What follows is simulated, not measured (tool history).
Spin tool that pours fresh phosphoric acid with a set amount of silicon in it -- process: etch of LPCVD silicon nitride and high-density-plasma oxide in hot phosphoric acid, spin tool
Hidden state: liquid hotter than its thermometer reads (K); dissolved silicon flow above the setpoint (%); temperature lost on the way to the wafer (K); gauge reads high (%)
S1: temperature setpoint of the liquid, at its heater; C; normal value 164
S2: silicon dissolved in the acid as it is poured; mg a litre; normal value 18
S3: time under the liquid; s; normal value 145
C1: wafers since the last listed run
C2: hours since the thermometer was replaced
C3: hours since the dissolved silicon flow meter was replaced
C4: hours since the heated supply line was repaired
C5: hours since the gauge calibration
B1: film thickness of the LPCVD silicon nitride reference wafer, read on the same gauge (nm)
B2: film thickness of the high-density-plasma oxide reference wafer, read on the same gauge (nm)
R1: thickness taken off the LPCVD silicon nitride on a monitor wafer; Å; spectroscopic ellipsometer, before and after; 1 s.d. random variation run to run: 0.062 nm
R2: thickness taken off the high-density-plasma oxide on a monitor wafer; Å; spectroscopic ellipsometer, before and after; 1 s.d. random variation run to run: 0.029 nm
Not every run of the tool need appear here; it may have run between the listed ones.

run   hour     S1    S2   S3   C1      C2      C3      C4     C5     B1      B2     R1     R2
  1      0    164    18  145    0  1729.5   901.3  2563.4  520.1  39.98  59.985  133.1   7.92
  2    9.6    164    18  145   46  1739.1   910.9    2573  529.7  40.01  59.977  133.8   6.88
      12.4  -- gauge calibrated
  3   24.3    162    23  145   71  1753.8   925.6  2587.7   11.9  40.03  60.021  125.8   5.24
  4     39  165.5     9  180   71  1768.5   940.3  2602.4   26.6     40  59.989  173.2  13.26
      53.4  -- thermometer replaced
  5     54  162.5  29.5  145   68     0.6   955.3  2617.4   41.6  39.97  60.006  132.7   5.07
  6   68.7    164    18  195   71    15.3     970  2632.1   56.3  39.97  60.016  185.4  11.53
  7   80.1  165.5  32.5  175   55    26.7   981.4  2643.5   67.7  40.04  59.991  175.8   6.81
  8  105.5    164    18  145  124    52.1  1006.8  2668.9   93.1  39.98  60.014  139.2   7.62
  9  116.3    164    18  145   52    62.9  1017.6  2679.7  103.9  40.03  60.003  137.9   7.58
     121.2  -- dissolved silicon flow meter replaced
 10  129.4    162  10.5  145   59      76     8.2  2692.8    117  39.99   60.01  130.2    8.8
 11  139.2    164    18  145   47    85.8      18  2702.6  126.8     40  59.997  139.5   8.46
 12  146.5    166    30   70   35    93.1    25.3  2709.9  134.1  39.99  59.996   71.1   2.81
 13  159.4    164    18  145   63     106    38.2  2722.8    147  40.04  59.986  139.7   8.68
     164.9  -- thermometer replaced, repeated, since the last time left the tool worse
 14    170    164    18  145   46     5.1    48.8  2733.4  157.6  40.01  59.992  125.3   6.75
     181.7  -- heated supply line repaired
 15  182.6    162    18  200   56    17.7    61.4     0.9  170.2  39.96  59.993  160.4   7.53
 16  198.1  166.5    18  145   75    33.2    76.9    16.4  185.7  40.03  60.008  135.6   7.85
 17  247.3    164    18  145  240    82.4   126.1    65.6  234.9  40.06  59.994  125.6   6.17
 18  283.3    164    18   85  176   118.4   162.1   101.6  270.9  40.05  60.023   73.5   3.82
 19  296.7  162.5     8  210   65   131.8   175.5     115  284.3  40.04  60.011  172.7   9.31
 20    303    164    18  145   30   138.1   181.8   121.3  290.6  39.99  60.005  124.5   6.27
 21  317.7    161    26  190   71   152.8   196.5     136  305.3  39.98  59.996  149.5   5.27
 22  332.5    164    18  145   72   167.6   211.3   150.8  320.1  40.07  60.011  125.3   5.95

Alternative continuations, all from the tool just after run 22; predict every row:
  A   333    164    5  145   2  168.1  211.8  151.3  320.6   ?   ?   ?   ?
  B   333  161.5   14  185   2  168.1  211.8  151.3  320.6   ?   ?   ?   ?
  C   333  165.5  6.5  205   2  168.1  211.8  151.3  320.6   ?   ?   ?   ?

run     B1  B2     R1     R2
  A  40.02  60  125.9    8.4
  B  40.02  60  147.9   7.32
  C  40.02  60    187  12.84
With no hidden state in the tool, these same runs would have given:
run     R1     R2
  A  125.2   8.29
  B    147   7.22
  C  185.9  12.68
